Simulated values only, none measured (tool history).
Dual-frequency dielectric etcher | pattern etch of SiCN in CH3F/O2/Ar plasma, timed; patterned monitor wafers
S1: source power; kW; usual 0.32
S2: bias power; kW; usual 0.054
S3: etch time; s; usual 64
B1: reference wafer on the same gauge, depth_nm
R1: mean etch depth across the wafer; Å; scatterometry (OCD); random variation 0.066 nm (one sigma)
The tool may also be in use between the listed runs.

run	day	S1	S2	S3	B1	R1
1	0	0.32	0.054	64	16.71	199.3
2	0.075	0.32	0.061	49	16.71	156.8
3	0.871	0.32	0.061	49	16.69	156.9
4	1.683	0.32	0.054	64	16.71	198.3
5	2.212	0.27	0.054	54	16.72	152.6
6	3.45	0.27	0.054	54	16.71	153.8
7	4.154	0.27	0.054	54	16.69	152.3
8	5.179	0.37	0.054	64	16.7	215.4
9	6.071	0.37	0.054	64	16.69	215.4
# day 6.533: source power generator calibrated
10	6.862	0.37	0.054	64	16.68	216.4
11	7.721	0.32	0.054	64	16.7	200.9
12	9.088	0.36	0.062	64	16.7	219.4
# day 10.5: upper electrode replaced
13	10.521	0.32	0.042	47	16.71	141
14	10.671	0.32	0.054	64	16.71	200.9
15	11.917	0.32	0.041	64	16.71	192.1
16	12.438	0.28	0.04	53	16.7	146.7
17	14.104	0.3	0.054	69.5	16.7	211.2
18	14.621	0.32	0.054	64	16.71	202.3
19	16.017	0.28	0.067	76.5	16.69	235.2
20	16.583	0.32	0.054	64	16.68	202.7
21	17.588	0.32	0.054	56.5	16.7	178.5
22	18.367	0.32	0.054	64	16.71	203.1
23	18.875	0.26	0.067	53.5	16.7	157.2
# day 19.408: bias power generator calibrated
24	20.125	0.32	0.048	64	16.7	198.2
# day 24.717: wet clean of the chamber
25	24.738	0.26	0.058	50.5	16.71	142.3
26	25.317	0.32	0.054	64	16.71	199.1
27	26.129	0.32	0.054	64	16.71	198
28	27.396	0.32	0.054	64	16.69	200.1
29	27.996	0.38	0.054	64	16.7	218.6
30	29.271	0.26	0.065	78.5	16.71	227.4

4 ways to go on from here, each from the tool as it stands after run 30. What would each give?
A	29.288	0.32	0.054	64	?	?
B	29.288	0.35	0.063	58.5	?	?
C	29.288	0.4	0.054	76.5	?	?
D	29.288	0.36	0.054	82.5	?	?

run	B1	R1
A	16.69	200.3
B	16.69	198.5
C	16.69	269.5
D	16.69	275.1
Without the tool's hidden state the same runs would have given:
run	R1
A	198.5
B	196.7
C	267
D	272.6

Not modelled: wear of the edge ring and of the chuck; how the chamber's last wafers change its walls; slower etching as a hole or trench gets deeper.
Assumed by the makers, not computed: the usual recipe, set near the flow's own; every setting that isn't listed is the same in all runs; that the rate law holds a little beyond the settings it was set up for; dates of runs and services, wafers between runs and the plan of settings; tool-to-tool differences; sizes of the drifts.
